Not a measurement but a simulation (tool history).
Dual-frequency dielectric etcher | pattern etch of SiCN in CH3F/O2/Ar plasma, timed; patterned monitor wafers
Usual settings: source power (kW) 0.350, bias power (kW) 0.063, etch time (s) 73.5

run,day,source power (kW),bias power (kW),etch time (s),wafers since the last listed run,hours since the last wet clean,hours since the last source power generator calibration,hours since the last bias power generator calibration,hours since the last upper electrode change,hours since the gauge calibration,"read-back reference wafer on the same gauge, depth_nm",mean etch depth across the wafer (Å)
1,0.000,0.350,0.056,73.5,0,504.0,4303.6,3353.9,2463.9,8.0,25.30,249.2
2,0.596,0.350,0.056,73.5,187,518.3,4317.9,3368.2,2478.2,22.3,25.30,247.2
3,0.900,0.350,0.063,73.5,95,525.6,4325.2,3375.5,2485.5,29.6,25.30,260.5
4,1.317,0.350,0.063,73.5,130,535.6,4335.2,3385.5,2495.5,39.6,25.33,259.6
5,1.692,0.390,0.063,78.0,117,544.6,4344.2,3394.5,2504.5,48.6,25.29,291.0
6,2.154,0.350,0.063,73.5,145,555.7,4355.3,3405.6,2515.6,59.7,25.31,261.0
7,3.738,0.350,0.063,73.5,497,593.7,4393.3,3443.6,2553.6,97.7,25.30,262.1
8,4.321,0.350,0.063,73.5,183,607.7,4407.3,3457.6,2567.6,111.7,25.31,263.2
9,4.733,0.350,0.063,73.5,129,617.6,4417.2,3467.5,2577.5,121.6,25.30,262.4
10,5.204,0.380,0.069,73.5,147,628.9,4428.5,3478.8,2588.8,132.9,25.29,282.9
# day 7.108: wet clean of the chamber
11,7.129,0.350,0.063,73.5,290,0.5,4474.7,3525.0,2635.0,179.1,25.31,249.1
# day 7.567: bias power generator calibrated
12,8.400,0.350,0.063,73.5,346,31.0,4505.2,20.0,2665.5,209.6,25.31,250.9
# day 9.058: source power generator calibrated
# day 9.329: gauge calibrated
# day 9.779: upper electrode replaced
13,9.800,0.350,0.063,73.5,160,64.6,17.8,53.6,0.5,11.3,25.29,250.3
14,9.817,0.390,0.056,88.0,5,65.0,18.2,54.0,0.9,11.7,25.32,299.4
15,10.292,0.350,0.063,73.5,149,76.4,29.6,65.4,12.3,23.1,25.30,251.7
16,10.742,0.440,0.063,73.5,141,87.2,40.4,76.2,23.1,33.9,25.30,276.5
17,11.054,0.350,0.076,73.5,98,94.7,47.9,83.7,30.6,41.4,25.30,272.6
18,11.521,0.350,0.063,73.5,146,105.9,59.1,94.9,41.8,52.6,25.30,250.4
19,11.954,0.390,0.075,53.0,136,116.3,69.5,105.3,52.2,63.0,25.31,206.4
20,12.512,0.380,0.050,81.0,175,129.7,82.9,118.7,65.6,76.4,25.30,261.5
21,12.929,0.350,0.063,68.0,130,139.7,92.9,128.7,75.6,86.4,25.31,232.9
22,13.629,0.400,0.063,73.5,219,156.5,109.7,145.5,92.4,103.2,25.30,269.3
23,14.100,0.380,0.057,73.5,147,167.8,121.0,156.8,103.7,114.5,25.30,251.4
24,14.646,0.350,0.052,86.5,171,180.9,134.1,169.9,116.8,127.6,25.30,272.6
25,15.133,0.350,0.063,73.5,153,192.6,145.8,181.6,128.5,139.3,25.32,254.0
26,15.867,0.350,0.071,52.5,230,210.2,163.4,199.2,146.1,156.9,25.30,191.4

Forecast each of these 5 alternatives for the next run:
A,15.883,0.350,0.063,73.5,5,210.6,163.8,199.6,146.5,157.3,?,?
B,15.883,0.390,0.056,94.5,5,210.6,163.8,199.6,146.5,157.3,?,?
C,15.883,0.300,0.048,84.0,5,210.6,163.8,199.6,146.5,157.3,?,?
D,15.883,0.310,0.063,54.5,5,210.6,163.8,199.6,146.5,157.3,?,?
E,15.883,0.430,0.063,82.5,5,210.6,163.8,199.6,146.5,157.3,?,?

run,"read-back reference wafer on the same gauge, depth_nm",mean etch depth across the wafer (Å)
A,25.32,253.2
B,25.32,325.7
C,25.32,237.3
D,25.32,176.8
E,25.32,313.4
Without the tool's hidden state the same runs would have given:
run,mean etch depth across the wafer (Å)
A,249.2
B,320.5
C,233.5
D,174.0
E,308.4

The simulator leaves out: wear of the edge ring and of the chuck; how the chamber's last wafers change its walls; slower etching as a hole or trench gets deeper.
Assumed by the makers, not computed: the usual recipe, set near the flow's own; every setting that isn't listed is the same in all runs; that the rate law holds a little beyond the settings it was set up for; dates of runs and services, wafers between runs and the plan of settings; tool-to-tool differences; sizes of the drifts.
